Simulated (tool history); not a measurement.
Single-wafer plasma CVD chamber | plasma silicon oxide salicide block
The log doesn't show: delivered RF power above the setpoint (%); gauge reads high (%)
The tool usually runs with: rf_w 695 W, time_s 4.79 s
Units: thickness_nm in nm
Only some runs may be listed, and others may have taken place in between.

run   hour  rf_w  time_s  wafers since the last listed run  hours since the last RF generator calibration  hours since the showerhead was replaced  hours since the gauge calibration  read-back reference wafer on the same gauge, thickness_nm  thickness_nm
  1    0.0   610    4.27                                 0                                         1835.3                                   7538.5                               76.3                                                     44.382        45.652
  2    7.9   760    5.08                               240                                         1843.2                                   7546.4                               84.2                                                     44.394        58.100
  3   23.8   760    5.08                               483                                         1859.1                                   7562.3                              100.1                                                     44.389        58.371
  4   51.2   800    4.58                               833                                         1886.5                                   7589.7                              127.5                                                     44.394        53.331
  5   64.3   800    4.58                               398                                         1899.6                                   7602.8                              140.6                                                     44.402        53.429
  6   78.2   695    4.79                               422                                         1913.5                                   7616.7                              154.5                                                     44.395        53.442
  7   92.4   695    4.79                               432                                         1927.7                                   7630.9                              168.7                                                     44.383        53.353
  8   98.4   695    4.79                               182                                         1933.7                                   7636.9                              174.7                                                     44.393        53.331
  9  111.9   695    4.79                               410                                         1947.2                                   7650.4                              188.2                                                     44.386        53.498
 10  124.7   645    5.11                               389                                         1960.0                                   7663.2                              201.0                                                     44.408        55.588
     141.2  -- showerhead replaced
 11  141.7   645    5.11                               273                                         1977.0                                      0.5                              218.0                                                     44.382        55.485
 12  143.1   645    5.11                                42                                         1978.4                                      1.9                              219.4                                                     44.388        55.670
 13  159.5   740    4.79                               499                                         1994.8                                     18.3                              235.8                                                     44.413        54.414
 14  175.2   740    4.79                               477                                         2010.5                                     34.0                              251.5                                                     44.397        54.544
 15  189.6   560    4.32                               438                                         2024.9                                     48.4                              265.9                                                     44.406        44.941
 16  204.5   565    3.99                               453                                         2039.8                                     63.3                              280.8                                                     44.410        41.664
     210.3  -- gauge calibrated
     216.3  -- RF generator calibrated
 17  216.8   830    5.45                               130                                            0.5                                     75.6                                6.5                                                     44.384        64.084
 18  226.5   610    4.25                               295                                           10.2                                     85.3                               16.2                                                     44.392        45.398
 19  243.7   695    4.79                               523                                           27.4                                    102.5                               33.4                                                     44.426        53.360
 20  252.8   780    4.79                               276                                           36.5                                    111.6                               42.5                                                     44.414        55.363
 21  259.6   655    5.36                               206                                           43.3                                    118.4                               49.3                                                     44.391        58.579
 22  273.7   800    3.90                               429                                           57.4                                    132.5                               63.4                                                     44.408        45.452
 23  288.4   800    4.58                               447                                           72.1                                    147.2                               78.1                                                     44.396        53.497
 24  296.4   785    5.54                               243                                           80.1                                    155.2                               86.1                                                     44.409        64.170
 25  310.0   660    3.84                               413                                           93.7                                    168.8                               99.7                                                     44.403        42.079
 26  316.2   695    4.79                               188                                           99.9                                    175.0                              105.9                                                     44.391        53.375
 27  322.7   765    5.17                               197                                          106.4                                    181.5                              112.4                                                     44.405        59.241
 28  331.6   695    4.79                               270                                          115.3                                    190.4                              121.3                                                     44.399        53.357

List, for all runs, the conditions of the tool that the log does not record:
delivered RF power above the setpoint (%): 0 across all the runs
gauge reads high (%): 0 across all the runs

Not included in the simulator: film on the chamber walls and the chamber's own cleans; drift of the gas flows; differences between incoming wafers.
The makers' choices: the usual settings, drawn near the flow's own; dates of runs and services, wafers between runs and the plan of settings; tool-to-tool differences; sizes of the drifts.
